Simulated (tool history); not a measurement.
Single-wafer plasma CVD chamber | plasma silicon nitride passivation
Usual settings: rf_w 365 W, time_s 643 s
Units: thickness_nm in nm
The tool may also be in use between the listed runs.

| run | hour | rf_w | time_s | wafers since the last listed run | hours since the last RF generator calibration | hours since the showerhead was replaced | hours since the gauge calibration | read-back reference wafer on the same gauge, thickness_nm | thickness_nm |
|---|---|---|---|---|---|---|---|---|---|
| 1 | 0 | 365 | 643 | 0 | 1654.3 | 5253.3 | 229.5 | 1002.051 | 879.574 |
| 2 | 102.2 | 365 | 643 | 243 | 1756.5 | 5355.5 | 331.7 | 1002.632 | 877.599 |
| 3 | 156 | 365 | 643 | 128 | 1810.3 | 5409.3 | 385.5 | 1003.935 | 874.719 |
| 4 | 217.6 | 365 | 573 | 146 | 1871.9 | 5470.9 | 447.1 | 1000.769 | 781.409 |
| 5 | 277 | 365 | 573 | 141 | 1931.3 | 5530.3 | 506.5 | 1001.123 | 784.912 |
| 6 | 331.7 | 400 | 729 | 130 | 1986 | 5585 | 561.2 | 1000.559 | 1014.822 |
| 7 | 379.5 | 400 | 729 | 113 | 2033.8 | 5632.8 | 609 | 1001.45 | 1010.801 |
| 8 | 440.4 | 400 | 729 | 144 | 2094.7 | 5693.7 | 669.9 | 1002.542 | 1023.194 |
| 9 | 469 | 365 | 643 | 68 | 2123.3 | 5722.3 | 698.5 | 1002.355 | 878.607 |
| 10 | 523.9 | 365 | 643 | 130 | 2178.2 | 5777.2 | 753.4 | 1002.571 | 880.145 |
| 11 | 548.9 | 365 | 643 | 59 | 2203.2 | 5802.2 | 778.4 | 1002.165 | 877.366 |
| 12 | 608.2 | 365 | 643 | 141 | 2262.5 | 5861.5 | 837.7 | 1003.638 | 883.644 |
|  | 646.6 | RF generator calibrated |
| 13 | 647.1 | 365 | 643 | 73 | 0.5 | 5900.4 | 876.6 | 1001.427 | 881.01 |
| 14 | 684.7 | 365 | 643 | 89 | 38.1 | 5938 | 914.2 | 1001.912 | 880.564 |
|  | 730.4 | showerhead replaced |
| 15 | 740.1 | 365 | 589 | 112 | 93.5 | 9.7 | 969.6 | 1002.165 | 800.463 |
| 16 | 796.5 | 365 | 589 | 134 | 149.9 | 66.1 | 1026 | 1003.431 | 810.142 |
| 17 | 855.5 | 365 | 643 | 140 | 208.9 | 125.1 | 1085 | 1002.127 | 879.743 |
| 18 | 895.5 | 365 | 643 | 95 | 248.9 | 165.1 | 1125 | 1001.201 | 880.022 |
| 19 | 923.3 | 365 | 643 | 66 | 276.7 | 192.9 | 1152.8 | 1002.238 | 876.465 |
| 20 | 1102.2 | 365 | 643 | 425 | 455.6 | 371.8 | 1331.7 | 1001.043 | 874.625 |
|  | 1147.5 | gauge calibrated |
| 21 | 1159.8 | 395 | 575 | 137 | 513.2 | 429.4 | 12.3 | 1001.494 | 805.479 |
| 22 | 1199.2 | 365 | 643 | 93 | 552.6 | 468.8 | 51.7 | 1002.31 | 877.283 |
| 23 | 1252.8 | 335 | 580 | 127 | 606.2 | 522.4 | 105.3 | 1001.307 | 785.792 |
| 24 | 1317.4 | 405 | 643 | 153 | 670.8 | 587 | 169.9 | 999.883 | 907.094 |
| 25 | 1342.5 | 365 | 643 | 59 | 695.9 | 612.1 | 195 | 1001.689 | 879.143 |
| 26 | 1399.8 | 365 | 533 | 136 | 753.2 | 669.4 | 252.3 | 1001.405 | 731.309 |
| 27 | 1452.1 | 365 | 643 | 124 | 805.5 | 721.7 | 304.6 | 1002.081 | 887.711 |
| 28 | 1499.3 | 365 | 589 | 112 | 852.7 | 768.9 | 351.8 | 1000.844 | 810.881 |
| 29 | 1540.1 | 365 | 533 | 97 | 893.5 | 809.7 | 392.6 | 1003.537 | 727.061 |
| 30 | 1585.2 | 405 | 746 | 107 | 938.6 | 854.8 | 437.7 | 1001.594 | 1048.17 |
| 31 | 1655.8 | 335 | 735 | 168 | 1009.2 | 925.4 | 508.3 | 1001.877 | 986.416 |
| 32 | 1698.9 | 300 | 643 | 102 | 1052.3 | 968.5 | 551.4 | 1002.276 | 848.059 |
| 33 | 1752.7 | 385 | 549 | 128 | 1106.1 | 1022.3 | 605.2 | 1000.937 | 764.688 |
| 34 | 1819.1 | 425 | 517 | 158 | 1172.5 | 1088.7 | 671.6 | 1003.05 | 731.476 |
| 35 | 1850.7 | 335 | 546 | 75 | 1204.1 | 1120.3 | 703.2 | 1001.234 | 737.628 |
| 36 | 1921.9 | 365 | 643 | 169 | 1275.3 | 1191.5 | 774.4 | 1002.926 | 878.831 |
| 37 | 1947.6 | 320 | 680 | 61 | 1301 | 1217.2 | 800.1 | 1002.52 | 902.029 |
| 38 | 2003 | 430 | 544 | 131 | 1356.4 | 1272.6 | 855.5 | 1000.599 | 764.175 |
| 39 | 2041.9 | 295 | 567 | 92 | 1395.3 | 1311.5 | 894.4 | 1003.5 | 745.19 |
| 40 | 2111.2 | 425 | 517 | 164 | 1464.6 | 1380.8 | 963.7 | 1003.096 | 731.071 |

Forecast each of these 5 alternatives for the next run:
| A | 2111.8 | 365 | 643 | 1 | 1465.2 | 1381.4 | 964.3 | ? | ? |
| B | 2111.8 | 385 | 643 | 1 | 1465.2 | 1381.4 | 964.3 | ? | ? |
| C | 2111.8 | 415 | 643 | 1 | 1465.2 | 1381.4 | 964.3 | ? | ? |
| D | 2111.8 | 365 | 556 | 1 | 1465.2 | 1381.4 | 964.3 | ? | ? |
| E | 2111.8 | 435 | 758 | 1 | 1465.2 | 1381.4 | 964.3 | ? | ? |

| run | read-back reference wafer on the same gauge, thickness_nm | thickness_nm |
|---|---|---|
| A | 1001.289 | 881.361 |
| B | 1001.289 | 890.882 |
| C | 1001.289 | 904.732 |
| D | 1001.289 | 762.11 |
| E | 1001.289 | 1077.112 |
Without the tool's hidden state the same runs would have given:
| run | thickness_nm |
|---|---|
| A | 881.361 |
| B | 890.882 |
| C | 904.732 |
| D | 762.11 |
| E | 1077.112 |
